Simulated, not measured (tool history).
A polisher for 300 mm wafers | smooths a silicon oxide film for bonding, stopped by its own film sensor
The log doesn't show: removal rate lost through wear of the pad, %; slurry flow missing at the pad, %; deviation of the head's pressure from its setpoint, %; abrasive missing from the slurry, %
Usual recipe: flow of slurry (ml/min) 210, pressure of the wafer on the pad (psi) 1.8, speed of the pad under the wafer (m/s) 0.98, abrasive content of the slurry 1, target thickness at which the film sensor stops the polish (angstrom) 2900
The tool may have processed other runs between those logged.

run   hour  flow of slurry (ml/min)  pressure of the wafer on the pad (psi)  speed of the pad under the wafer (m/s)  abrasive content of the slurry  target thickness at which the film sensor stops the polish (angstrom)  wafers since the last listed run  wafers polished on this pad  hours since the slurry nozzle was cleaned  hours since the head pressure was calibrated  hours since the slurry blender was calibrated  incoming thickness of the incoming film, nm  time until the film sensor stopped the polish (s)
  1      0                      210                                     1.8                                    0.98                               1                                                                   2900                                 0                          991                                      113.8                                           388                                          322.4                                        359.7                                              130.7
  2   13.7                      210                                     1.8                                    0.98                               1                                                                   2900                               101                         1093                                      127.5                                         401.7                                          336.1                                        364.3                                              135.2
  3   60.3                      210                                     1.8                                    0.98                               1                                                                   2900                               345                         1438                                      174.1                                         448.3                                          382.7                                        359.5                                              129.9
  4   85.8                      210                                     1.8                                    0.98                               1                                                                   2900                               189                         1627                                      199.6                                         473.8                                          408.2                                        354.8                                              119.5
  5  116.4                      210                                     1.8                                    0.98                               1                                                                   2900                               226                         1854                                      230.2                                         504.4                                          438.8                                        357.2                                              133.4
     131.2  -- worn pad replaced by a new one
     138.7  -- slurry blender recalibrated
  6  148.5                      210                                     1.8                                    0.98                               1                                                                   2900                               193                          113                                      262.3                                         536.5                                            9.8                                        361.5                                                145
       162  -- slurry nozzle cleaned
  7  170.4                      210                                     1.4                                     0.8                               1                                                                   2900                               154                          268                                        8.4                                         558.4                                           31.7                                        356.4                                              182.1
  8  201.9                      230                                     1.8                                    0.98                            1.25                                                                   2900                               233                          502                                       39.9                                         589.9                                           63.2                                        364.2                                              123.7
  9  230.9                      265                                     1.8                                    0.98                               1                                                                   2900                               214                          717                                       68.9                                         618.9                                           92.2                                        360.4                                              128.7
 10  258.9                      210                                     1.8                                    0.98                               1                                                                   3090                               207                          924                                       96.9                                         646.9                                          120.2                                        354.8                                               86.7
 11  294.1                      210                                     2.1                                     0.7                               1                                                                   2900                               260                         1185                                      132.1                                         682.1                                          155.4                                        364.2                                              155.4
 12  312.5                      210                                     1.8                                    0.98                               1                                                                   2900                               136                         1321                                      150.5                                         700.5                                          173.8                                        361.6                                              132.2
 13  344.2                      210                                     1.8                                    0.98                            1.25                                                                   2720                               234                         1556                                      182.2                                         732.2                                          205.5                                        358.1                                              149.7
     347.1  -- head pressure recalibrated
     374.4  -- worn pad replaced by a new one
 14  378.2                      210                                     1.8                                    0.98                               1                                                                   3040                               207                           28                                      216.2                                          31.1                                          239.5                                        358.3                                              104.2
 15  399.4                      210                                     1.8                                    0.78                               1                                                                   2900                               157                          185                                      237.4                                          52.3                                          260.7                                        355.2                                              155.6
 16  420.3                      210                                     1.3                                    1.22                            0.75                                                                   2900                               154                          340                                      258.3                                          73.2                                          281.6                                        361.1                                              191.3
     432.9  -- slurry nozzle cleaned
 17  447.6                      210                                     1.8                                    0.98                               1                                                                   2900                               194                          535                                       14.7                                         100.5                                          308.9                                        362.5                                              127.8
 18  459.9                      210                                     1.8                                    0.68                               1                                                                   2730                                91                          626                                         27                                         112.8                                          321.2                                        363.5                                                217
 19  555.5                      145                                     1.8                                     1.1                               1                                                                   2820                               708                         1335                                      122.6                                         208.4                                          416.8                                        353.2                                              132.5
       572  -- slurry blender recalibrated
 20    576                      180                                     1.8                                    1.08                               1                                                                   2900                               137                         1472                                      143.1                                         228.9                                              4                                        357.9                                              120.5
 21  611.8                      210                                     1.8                                    0.98                               1                                                                   2670                               265                         1737                                      178.9                                         264.7                                           39.8                                        355.8                                              170.7
     628.6  -- worn pad replaced by a new one
 22  642.8                      210                                     1.8                                    0.98                               1                                                                   2900                               200                          105                                      209.9                                         295.7                                           70.8                                        361.5                                              144.8
 23  672.6                      210                                     1.6                                    0.68                             1.2                                                                   3010                               220                          326                                      239.7                                         325.5                                          100.6                                          361                                              168.8
       703  -- slurry nozzle cleaned
 24  703.5                      210                                     1.8                                    1.08                            0.75                                                                   2750                               221                          547                                        0.5                                         356.4                                          131.5                                        361.5                                                165
 25    730                      210                                     1.8                                    0.78                               1                                                                   2900                               196                          744                                         27                                         382.9                                            158                                        357.3                                              146.6
 26    743                      210                                     2.1                                    0.98                               1                                                                   3070                                96                          840                                         40                                         395.9                                            171                                        367.7                                               97.1
 27  793.9                      210                                       2                                    0.98                             0.8                                                                   2900                               377                         1218                                       90.9                                         446.8                                          221.9                                        355.1                                              120.1
 28  806.4                      210                                     1.8                                    0.98                               1                                                                   2900                                92                         1310                                      103.4                                         459.3                                          234.4                                        361.2                                              131.7
 29  820.2                      210                                     1.8                                    1.14                               1                                                                   2900                               102                         1412                                      117.2                                         473.1                                          248.2                                        363.2                                              121.3
 30  849.5                      210                                     2.2                                    0.98                               1                                                                   3070                               217                         1630                                      146.5                                         502.4                                          277.5                                          363                                               83.8
 31  864.5                      245                                     1.8                                    0.98                             1.2                                                                   2900                               111                         1741                                      161.5                                         517.4                                          292.5                                        360.1                                                120

What would each run have given without the hidden state, its run-to-run variation left as it was?
run  time until the film sensor stopped the polish (s)
  1                                              128.9
  2                                              132.7
  3                                              125.1
  4                                              113.2
  5                                              122.8
  6                                                127
  7                                              181.2
  8                                                123
  9                                              127.7
 10                                               85.3
 11                                              151.5
 12                                                128
 13                                              142.4
 14                                               96.3
 15                                              140.1
 16                                              165.9
 17                                              125.9
 18                                              213.8
 19                                                126
 20                                              114.6
 21                                              160.1
 22                                              131.9
 23                                                147
 24                                              162.5
 25                                              144.1
 26                                               95.4
 27                                                117
 28                                              127.8
 29                                              117.2
 30                                                 80
 31                                              114.5
